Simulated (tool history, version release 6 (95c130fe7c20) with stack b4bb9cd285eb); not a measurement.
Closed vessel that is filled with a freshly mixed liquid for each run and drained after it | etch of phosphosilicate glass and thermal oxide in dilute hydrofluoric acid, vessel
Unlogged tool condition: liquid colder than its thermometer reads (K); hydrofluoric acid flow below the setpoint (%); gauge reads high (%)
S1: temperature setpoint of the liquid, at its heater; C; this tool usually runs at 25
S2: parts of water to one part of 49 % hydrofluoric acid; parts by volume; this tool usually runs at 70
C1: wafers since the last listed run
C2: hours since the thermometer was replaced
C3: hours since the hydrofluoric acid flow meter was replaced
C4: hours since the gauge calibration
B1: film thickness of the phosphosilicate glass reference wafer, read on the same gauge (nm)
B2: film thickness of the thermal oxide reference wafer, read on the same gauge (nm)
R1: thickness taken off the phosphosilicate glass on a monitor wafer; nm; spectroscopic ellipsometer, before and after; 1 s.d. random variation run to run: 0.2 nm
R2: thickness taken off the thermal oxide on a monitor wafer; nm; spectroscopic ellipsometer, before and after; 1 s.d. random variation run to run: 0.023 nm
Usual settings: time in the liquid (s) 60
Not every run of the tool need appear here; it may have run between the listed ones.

run 1 hour=0 | S1=30 S2=70 time_in_the_liquid_(s)=75 | C1=0 C2=269.7 C3=825.7 C4=411.1 | B1=139.96 B2=30.023 | R1=87.44 R2=6.039
run 2 hour=32.1 | S1=25 S2=70 time_in_the_liquid_(s)=60 | C1=4408 C2=301.8 C3=857.8 C4=443.2 | B1=140.03 B2=29.981 | R1=57.5 R2=4.002
run 3 hour=69.9 | S1=25 S2=85 time_in_the_liquid_(s)=35 | C1=5191 C2=339.6 C3=895.6 C4=481 | B1=140.01 B2=29.992 | R1=26.96 R2=1.876
-- hour=70.9 hydrofluoric acid flow meter replaced
run 4 hour=98.5 | S1=25 S2=85 time_in_the_liquid_(s)=60 | C1=3790 C2=368.2 C3=27.6 C4=509.6 | B1=140 B2=30.01 | R1=47.36 R2=3.301
run 5 hour=127.9 | S1=21.5 S2=100 time_in_the_liquid_(s)=45 | C1=4037 C2=397.6 C3=57 C4=539 | B1=139.96 B2=30.013 | R1=25.71 R2=1.787
run 6 hour=191.8 | S1=28 S2=55 time_in_the_liquid_(s)=60 | C1=8776 C2=461.5 C3=120.9 C4=602.9 | B1=140.01 B2=30.008 | R1=86.07 R2=5.915
run 7 hour=250.2 | S1=25 S2=70 time_in_the_liquid_(s)=60 | C1=8021 C2=519.9 C3=179.3 C4=661.3 | B1=140.01 B2=30.01 | R1=57.99 R2=4.054
run 8 hour=286.9 | S1=25 S2=70 time_in_the_liquid_(s)=60 | C1=5040 C2=556.6 C3=216 C4=698 | B1=140.01 B2=30.01 | R1=57.86 R2=4.015
-- hour=332.3 thermometer replaced
run 9 hour=342.1 | S1=25 S2=70 time_in_the_liquid_(s)=60 | C1=7444 C2=9.8 C3=271.2 C4=753.2 | B1=140.05 B2=30.051 | R1=59.41 R2=4.167
run 10 hour=396.9 | S1=29.5 S2=95 time_in_the_liquid_(s)=50 | C1=7526 C2=64.6 C3=326 C4=808 | B1=140 B2=29.988 | R1=41.73 R2=2.908
run 11 hour=467 | S1=25 S2=55 time_in_the_liquid_(s)=60 | C1=9628 C2=134.7 C3=396.1 C4=878.1 | B1=139.94 B2=30.029 | R1=76.22 R2=5.266
run 12 hour=494.1 | S1=22.5 S2=70 time_in_the_liquid_(s)=90 | C1=3722 C2=161.8 C3=423.2 C4=905.2 | B1=139.98 B2=29.98 | R1=79.06 R2=5.472
run 13 hour=526.1 | S1=25 S2=70 time_in_the_liquid_(s)=60 | C1=4395 C2=193.8 C3=455.2 C4=937.2 | B1=139.99 B2=29.977 | R1=58.77 R2=4.039
run 14 hour=557.8 | S1=29 S2=70 time_in_the_liquid_(s)=60 | C1=4353 C2=225.5 C3=486.9 C4=968.9 | B1=140.01 B2=30.016 | R1=68.37 R2=4.766
run 15 hour=601.5 | S1=21 S2=60 time_in_the_liquid_(s)=45 | C1=6002 C2=269.2 C3=530.6 C4=1012.6 | B1=139.98 B2=29.987 | R1=43.69 R2=3.012
run 16 hour=638.2 | S1=22 S2=80 time_in_the_liquid_(s)=30 | C1=5040 C2=305.9 C3=567.3 C4=1049.3 | B1=139.99 B2=30.021 | R1=22.15 R2=1.535
run 17 hour=680.7 | S1=22 S2=70 time_in_the_liquid_(s)=60 | C1=5837 C2=348.4 C3=609.8 C4=1091.8 | B1=139.99 B2=30.014 | R1=50.77 R2=3.503
run 18 hour=747.6 | S1=20 S2=95 time_in_the_liquid_(s)=60 | C1=9188 C2=415.3 C3=676.7 C4=1158.7 | B1=140 B2=30.019 | R1=33.39 R2=2.29
-- hour=798.8 hydrofluoric acid flow meter replaced
run 19 hour=836.1 | S1=30 S2=95 time_in_the_liquid_(s)=75 | C1=12017 C2=503.8 C3=37.3 C4=1247.2 | B1=140.03 B2=29.999 | R1=63.71 R2=4.409
run 20 hour=869.8 | S1=25 S2=70 time_in_the_liquid_(s)=60 | C1=4628 C2=537.5 C3=71 C4=1280.9 | B1=139.99 B2=30.047 | R1=58.57 R2=4.081
-- hour=878.5 thermometer replaced
run 21 hour=941.4 | S1=27 S2=70 time_in_the_liquid_(s)=45 | C1=9696 C2=62.9 C3=142.6 C4=1352.5 | B1=139.95 B2=30.009 | R1=48.58 R2=3.371
run 22 hour=1010.8 | S1=29.5 S2=40 time_in_the_liquid_(s)=60 | C1=9531 C2=132.3 C3=212 C4=1421.9 | B1=139.96 B2=30.011 | R1=130.09 R2=9.005
run 23 hour=1133.5 | S1=25 S2=70 time_in_the_liquid_(s)=60 | C1=16852 C2=255 C3=334.7 C4=1544.6 | B1=140.02 B2=29.955 | R1=58.68 R2=4.074
run 24 hour=1192.7 | S1=25 S2=70 time_in_the_liquid_(s)=85 | C1=8130 C2=314.2 C3=393.9 C4=1603.8 | B1=139.96 B2=29.984 | R1=82.55 R2=5.757
run 25 hour=1257.3 | S1=28 S2=70 time_in_the_liquid_(s)=60 | C1=8872 C2=378.8 C3=458.5 C4=1668.4 | B1=140 B2=29.981 | R1=65.33 R2=4.522

Exercise: give the hidden state of the tool at every run:
gauge reads high (%): 0 at every run
H1: liquid colder than its thermometer reads (K)
H2: hydrofluoric acid flow below the setpoint (%)
run=1 H1=0.384 H2=3.12
run=2 H1=0.428 H2=3.23
run=3 H1=0.48 H2=3.36
run=4 H1=0.519 H2=0.707
run=5 H1=0.56 H2=0.809
run=6 H1=0.648 H2=1.03
run=7 H1=0.728 H2=1.23
run=8 H1=0.779 H2=1.36
run=9 H1=0.0248 H2=1.55
run=10 H1=0.1 H2=1.74
run=11 H1=0.197 H2=1.98
run=12 H1=0.234 H2=2.07
run=13 H1=0.278 H2=2.18
run=14 H1=0.322 H2=2.29
run=15 H1=0.382 H2=2.44
run=16 H1=0.432 H2=2.57
run=17 H1=0.491 H2=2.72
run=18 H1=0.583 H2=2.95
run=19 H1=0.705 H2=0.594
run=20 H1=0.751 H2=0.711
run=21 H1=0.135 H2=0.958
run=22 H1=0.231 H2=1.2
run=23 H1=0.4 H2=1.62
run=24 H1=0.481 H2=1.82
run=25 H1=0.57 H2=2.05
